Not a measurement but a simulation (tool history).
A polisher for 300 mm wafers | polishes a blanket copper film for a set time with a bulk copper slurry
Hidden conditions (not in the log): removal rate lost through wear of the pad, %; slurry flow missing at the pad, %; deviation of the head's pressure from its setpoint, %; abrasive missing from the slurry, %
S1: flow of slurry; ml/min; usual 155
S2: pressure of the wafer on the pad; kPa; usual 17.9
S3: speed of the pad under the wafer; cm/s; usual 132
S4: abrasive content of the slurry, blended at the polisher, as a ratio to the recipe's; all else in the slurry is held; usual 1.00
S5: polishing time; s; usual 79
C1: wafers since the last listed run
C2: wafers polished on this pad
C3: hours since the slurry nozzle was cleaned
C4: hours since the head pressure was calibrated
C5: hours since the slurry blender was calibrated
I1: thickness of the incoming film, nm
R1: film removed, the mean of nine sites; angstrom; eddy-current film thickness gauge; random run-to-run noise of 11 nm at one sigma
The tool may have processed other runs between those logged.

{"run": 1, "hour": 0.0, "S1": 155, "S2": 17.9, "S3": 132, "S4": 0.95, "S5": 79, "C1": 0, "C2": 1670, "C3": 3.4, "C4": 379.5, "C5": 135.3, "I1": 3884.0, "R1": 6831}
{"run": 2, "hour": 23.9, "S1": 155, "S2": 17.9, "S3": 132, "S4": 1.0, "S5": 66, "C1": 297, "C2": 1967, "C3": 27.3, "C4": 403.4, "C5": 159.2, "I1": 3941.4, "R1": 5983}
{"run": 3, "hour": 57.2, "S1": 155, "S2": 17.9, "S3": 132, "S4": 1.0, "S5": 66, "C1": 414, "C2": 2382, "C3": 60.6, "C4": 436.7, "C5": 192.5, "I1": 3927.1, "R1": 5674}
{"hour": 81.4, "done": "worn pad replaced by a new one"}
{"run": 4, "hour": 83.6, "S1": 155, "S2": 17.9, "S3": 132, "S4": 1.0, "S5": 79, "C1": 278, "C2": 27, "C3": 87.0, "C4": 463.1, "C5": 218.9, "I1": 3932.4, "R1": 8100}
{"hour": 88.3, "done": "slurry blender recalibrated"}
{"run": 5, "hour": 109.6, "S1": 155, "S2": 17.9, "S3": 132, "S4": 1.0, "S5": 79, "C1": 298, "C2": 325, "C3": 113.0, "C4": 489.1, "C5": 21.3, "I1": 3835.3, "R1": 7780}
{"run": 6, "hour": 124.2, "S1": 180, "S2": 17.9, "S3": 132, "S4": 1.0, "S5": 79, "C1": 181, "C2": 507, "C3": 127.6, "C4": 503.7, "C5": 35.9, "I1": 3861.8, "R1": 7775}
{"run": 7, "hour": 136.4, "S1": 180, "S2": 17.9, "S3": 132, "S4": 1.0, "S5": 79, "C1": 151, "C2": 659, "C3": 139.8, "C4": 515.9, "C5": 48.1, "I1": 3917.5, "R1": 7778}
{"run": 8, "hour": 217.8, "S1": 180, "S2": 17.9, "S3": 132, "S4": 1.0, "S5": 79, "C1": 1012, "C2": 1671, "C3": 221.2, "C4": 597.3, "C5": 129.5, "I1": 3901.7, "R1": 7241}
{"run": 9, "hour": 246.9, "S1": 135, "S2": 17.9, "S3": 132, "S4": 1.0, "S5": 79, "C1": 361, "C2": 2033, "C3": 250.3, "C4": 626.4, "C5": 158.6, "I1": 3943.7, "R1": 6944}
{"hour": 251.4, "done": "head pressure recalibrated"}
{"run": 10, "hour": 261.0, "S1": 180, "S2": 17.9, "S3": 112, "S4": 1.0, "S5": 79, "C1": 150, "C2": 2184, "C3": 264.4, "C4": 9.6, "C5": 172.7, "I1": 3952.3, "R1": 6254}
{"hour": 288.5, "done": "worn pad replaced by a new one"}
{"run": 11, "hour": 289.0, "S1": 180, "S2": 17.9, "S3": 112, "S4": 1.0, "S5": 79, "C1": 298, "C2": 6, "C3": 292.4, "C4": 37.6, "C5": 200.7, "I1": 3913.6, "R1": 6951}
{"run": 12, "hour": 316.4, "S1": 180, "S2": 17.9, "S3": 112, "S4": 1.0, "S5": 79, "C1": 340, "C2": 347, "C3": 319.8, "C4": 65.0, "C5": 228.1, "I1": 3885.3, "R1": 6661}
{"run": 13, "hour": 338.7, "S1": 155, "S2": 17.9, "S3": 132, "S4": 1.0, "S5": 79, "C1": 277, "C2": 624, "C3": 342.1, "C4": 87.3, "C5": 250.4, "I1": 3845.7, "R1": 7563}
{"hour": 346.8, "done": "slurry blender recalibrated"}
{"run": 14, "hour": 366.0, "S1": 110, "S2": 17.9, "S3": 150, "S4": 0.75, "S5": 79, "C1": 314, "C2": 939, "C3": 369.4, "C4": 114.6, "C5": 19.2, "I1": 3904.2, "R1": 7120}
{"run": 15, "hour": 399.2, "S1": 155, "S2": 21.4, "S3": 132, "S4": 1.0, "S5": 79, "C1": 412, "C2": 1352, "C3": 402.6, "C4": 147.8, "C5": 52.4, "I1": 3852.7, "R1": 8311}
{"run": 16, "hour": 411.3, "S1": 155, "S2": 17.9, "S3": 132, "S4": 0.95, "S5": 79, "C1": 150, "C2": 1503, "C3": 414.7, "C4": 159.9, "C5": 64.5, "I1": 3843.8, "R1": 7102}
{"run": 17, "hour": 433.4, "S1": 155, "S2": 17.9, "S3": 132, "S4": 1.0, "S5": 52, "C1": 274, "C2": 1777, "C3": 436.8, "C4": 182.0, "C5": 86.6, "I1": 3836.2, "R1": 4484}
{"hour": 463.8, "done": "slurry nozzle cleaned"}
{"run": 18, "hour": 464.3, "S1": 155, "S2": 17.9, "S3": 132, "S4": 1.0, "S5": 79, "C1": 371, "C2": 2149, "C3": 0.5, "C4": 212.9, "C5": 117.5, "I1": 3969.4, "R1": 7178}
{"hour": 470.7, "done": "worn pad replaced by a new one"}
{"hour": 557.3, "done": "slurry blender recalibrated"}
{"run": 19, "hour": 558.6, "S1": 155, "S2": 15.2, "S3": 132, "S4": 1.0, "S5": 79, "C1": 1098, "C2": 1069, "C3": 94.8, "C4": 307.2, "C5": 1.3, "I1": 3894.0, "R1": 6196}
{"run": 20, "hour": 591.4, "S1": 155, "S2": 20.7, "S3": 132, "S4": 1.0, "S5": 104, "C1": 408, "C2": 1477, "C3": 127.6, "C4": 340.0, "C5": 34.1, "I1": 3951.3, "R1": 10541}
{"run": 21, "hour": 613.2, "S1": 100, "S2": 17.9, "S3": 94, "S4": 1.0, "S5": 79, "C1": 271, "C2": 1748, "C3": 149.4, "C4": 361.8, "C5": 55.9, "I1": 3975.3, "R1": 4771}
{"run": 22, "hour": 638.7, "S1": 155, "S2": 17.9, "S3": 132, "S4": 1.0, "S5": 79, "C1": 317, "C2": 2065, "C3": 174.9, "C4": 387.3, "C5": 81.4, "I1": 3936.0, "R1": 7102}
{"run": 23, "hour": 655.5, "S1": 125, "S2": 17.9, "S3": 132, "S4": 1.0, "S5": 79, "C1": 208, "C2": 2274, "C3": 191.7, "C4": 404.1, "C5": 98.2, "I1": 3897.2, "R1": 6654}
{"hour": 678.3, "done": "worn pad replaced by a new one"}
{"run": 24, "hour": 681.7, "S1": 140, "S2": 13.1, "S3": 88, "S4": 1.15, "S5": 79, "C1": 276, "C2": 42, "C3": 217.9, "C4": 430.3, "C5": 124.4, "I1": 3869.1, "R1": 4344}
{"run": 25, "hour": 696.7, "S1": 155, "S2": 21.4, "S3": 94, "S4": 1.25, "S5": 67, "C1": 186, "C2": 229, "C3": 232.9, "C4": 445.3, "C5": 139.4, "I1": 3882.9, "R1": 5731}
{"run": 26, "hour": 728.3, "S1": 130, "S2": 16.5, "S3": 132, "S4": 1.0, "S5": 79, "C1": 393, "C2": 622, "C3": 264.5, "C4": 476.9, "C5": 171.0, "I1": 3868.9, "R1": 6652}
{"run": 27, "hour": 751.4, "S1": 115, "S2": 17.9, "S3": 132, "S4": 1.0, "S5": 79, "C1": 287, "C2": 909, "C3": 287.6, "C4": 500.0, "C5": 194.1, "I1": 3899.5, "R1": 6744}
{"run": 28, "hour": 765.6, "S1": 105, "S2": 17.9, "S3": 132, "S4": 1.0, "S5": 79, "C1": 176, "C2": 1086, "C3": 301.8, "C4": 514.2, "C5": 208.3, "I1": 3951.5, "R1": 6674}
{"run": 29, "hour": 799.4, "S1": 155, "S2": 17.9, "S3": 132, "S4": 1.0, "S5": 79, "C1": 420, "C2": 1506, "C3": 335.6, "C4": 548.0, "C5": 242.1, "I1": 3847.8, "R1": 7271}
{"hour": 812.6, "done": "slurry blender recalibrated"}
{"run": 30, "hour": 820.2, "S1": 155, "S2": 17.9, "S3": 132, "S4": 1.0, "S5": 79, "C1": 233, "C2": 1740, "C3": 356.4, "C4": 568.8, "C5": 7.6, "I1": 3912.5, "R1": 7145}
{"hour": 856.5, "done": "worn pad replaced by a new one"}
{"run": 31, "hour": 857.0, "S1": 155, "S2": 17.9, "S3": 132, "S4": 1.0, "S5": 79, "C1": 408, "C2": 6, "C3": 393.2, "C4": 605.6, "C5": 44.4, "I1": 3891.7, "R1": 7979}

Subtracting, for every run, the result it would have given without the tool's unlogged condition from the measured result gives the following. The same run-to-run variation enters both numbers; the gauge's scatter may not:
run=1 R1=-902
run=2 R1=-828
run=3 R1=-818
run=4 R1=-39
run=5 R1=-359
run=6 R1=-499
run=7 R1=-599
run=8 R1=-900
run=9 R1=-915
run=10 R1=-839
run=11 R1=-18
run=12 R1=-312
run=13 R1=-554
run=14 R1=-688
run=15 R1=-961
run=16 R1=-857
run=17 R1=-573
run=18 R1=-967
run=19 R1=-645
run=20 R1=-1270
run=21 R1=-610
run=22 R1=-951
run=23 R1=-911
run=24 R1=-40
run=25 R1=-196
run=26 R1=-494
run=27 R1=-640
run=28 R1=-698
run=29 R1=-883
run=30 R1=-918
run=31 R1=-49
